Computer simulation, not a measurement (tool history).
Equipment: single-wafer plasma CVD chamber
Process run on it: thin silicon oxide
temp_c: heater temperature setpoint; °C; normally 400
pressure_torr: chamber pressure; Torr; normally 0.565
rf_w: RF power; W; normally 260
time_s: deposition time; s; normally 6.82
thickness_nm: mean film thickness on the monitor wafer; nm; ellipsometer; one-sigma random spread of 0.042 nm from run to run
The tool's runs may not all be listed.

run    hour  temp_c  pressure_torr  rf_w  time_s  wafers since the last listed run  hours since the last thermocouple change  hours since the last RF generator calibration  hours since the last manometer calibration  hours since the showerhead was replaced  hours since the gauge calibration  read-back reference wafer on the same gauge, thickness_nm  thickness_nm
  1     0.0     400          0.565   280    6.49                                 0                                    2664.6                                         1146.1                                      1533.7                                     17.5                             1538.6                                                      6.818         7.716
  2    53.9     400          0.565   260    6.82                              2023                                    2718.5                                         1200.0                                      1587.6                                     71.4                             1592.5                                                      6.804         7.746
  3   120.8     400          0.565   260    6.82                              2511                                    2785.4                                         1266.9                                      1654.5                                    138.3                             1659.4                                                      6.824         7.780
      243.6  -- thermocouple changed; heater temperature recalibrated
  4   257.6     400          0.565   260    6.82                              4834                                      14.0                                         1403.7                                      1791.3                                    275.1                             1796.2                                                      6.817         7.683
      297.1  -- capacitance manometer re-zeroed and calibrated
  5   318.3     400          0.565   260    6.82                              1978                                      74.7                                         1464.4                                        21.2                                    335.8                             1856.9                                                      6.822         7.685
      332.7  -- gauge calibrated
  6   350.1     400          0.565   260    6.82                              1193                                     106.5                                         1496.2                                        53.0                                    367.6                               17.4                                                      6.827         7.703
  7   401.6     400          0.565   260    6.82                              1932                                     158.0                                         1547.7                                       104.5                                    419.1                               68.9                                                      6.803         7.738
  8   472.9     407          0.565   290    6.82                              2676                                     229.3                                         1619.0                                       175.8                                    490.4                              140.2                                                      6.840         8.227
  9   523.4     400          0.565   295    6.82                              1895                                     279.8                                         1669.5                                       226.3                                    540.9                              190.7                                                      6.814         8.347
 10   575.3     393          0.565   295    7.34                              1947                                     331.7                                         1721.4                                       278.2                                    592.8                              242.6                                                      6.824         9.013
 11   622.8     400          0.498   260    6.82                              1782                                     379.2                                         1768.9                                       325.7                                    640.3                              290.1                                                      6.822         6.709
 12   673.8     400          0.477   260    6.82                              1914                                     430.2                                         1819.9                                       376.7                                    691.3                              341.1                                                      6.824         6.452
 13   707.7     400          0.565   260    6.82                              1272                                     464.1                                         1853.8                                       410.6                                    725.2                              375.0                                                      6.812         7.660
 14   755.0     400          0.565   260    6.82                              1775                                     511.4                                         1901.1                                       457.9                                    772.5                              422.3                                                      6.816         7.611
 15   786.0     400          0.507   260    7.89                              1163                                     542.4                                         1932.1                                       488.9                                    803.5                              453.3                                                      6.825         7.918
 16   814.1     415          0.565   260    6.82                              1054                                     570.5                                         1960.2                                       517.0                                    831.6                              481.4                                                      6.814         7.571
 17   901.7     400          0.565   260    6.82                              3287                                     658.1                                         2047.8                                       604.6                                    919.2                              569.0                                                      6.830         7.606
      929.5  -- RF generator calibrated
 18   951.7     400          0.565   260    6.82                              1576                                     708.1                                           22.2                                       654.6                                    969.2                              619.0                                                      6.815         7.807
 19  1034.7     405          0.565   260    5.80                              3115                                     791.1                                          105.2                                       737.6                                   1052.2                              702.0                                                      6.821         6.653
 20  1059.6     400          0.565   290    6.82                               934                                     816.0                                          130.1                                       762.5                                   1077.1                              726.9                                                      6.827         8.361
 21  1086.4     400          0.520   260    6.82                              1005                                     842.8                                          156.9                                       789.3                                   1103.9                              753.7                                                      6.807         7.216
 22  1263.1     414          0.565   260    7.58                              6632                                    1019.5                                          333.6                                       966.0                                   1280.6                              930.4                                                      6.836         8.631
 23  1326.4     400          0.565   260    6.82                              2375                                    1082.8                                          396.9                                      1029.3                                   1343.9                              993.7                                                      6.815         7.819
 24  1369.5     400          0.565   240    6.82                              1617                                    1125.9                                          440.0                                      1072.4                                   1387.0                             1036.8                                                      6.814         7.383
 25  1483.7     389          0.434   260    6.82                              4286                                    1240.1                                          554.2                                      1186.6                                   1501.2                             1151.0                                                      6.813         6.000
 26  1522.6     392          0.623   240    8.06                              1460                                    1279.0                                          593.1                                      1225.5                                   1540.1                             1189.9                                                      6.806         9.722
 27  1559.8     400          0.565   245    6.82                              1396                                    1316.2                                          630.3                                      1262.7                                   1577.3                             1227.1                                                      6.822         7.503
 28  1594.1     400          0.651   260    5.99                              1287                                    1350.5                                          664.6                                      1297.0                                   1611.6                             1261.4                                                      6.835         7.862
 29  1636.3     400          0.565   260    6.82                              1583                                    1392.7                                          706.8                                      1339.2                                   1653.8                             1303.6                                                      6.806         7.782
 30  1693.2     414          0.675   230    6.82                              2135                                    1449.6                                          763.7                                      1396.1                                   1710.7                             1360.5                                                      6.833         8.474

Here are 3 independent what-if runs from the current tool condition. What would each one return?
  A  1693.6     400          0.565   260    6.82                                15                                    1450.0                                          764.1                                      1396.5                                   1711.1                             1360.9                                                          ?             ?
  B  1693.6     394          0.565   260    6.82                                15                                    1450.0                                          764.1                                      1396.5                                   1711.1                             1360.9                                                          ?             ?
  C  1693.6     405          0.457   260    6.82                                15                                    1450.0                                          764.1                                      1396.5                                   1711.1                             1360.9                                                          ?             ?

run  read-back reference wafer on the same gauge, thickness_nm  thickness_nm
  A                                                      6.814         7.799
  B                                                      6.814         7.827
  C                                                      6.814         6.297
With the hidden condition removed and each run's random variation left untouched, the same runs would have given:
run  thickness_nm
  A         7.853
  B         7.881
  C         6.340
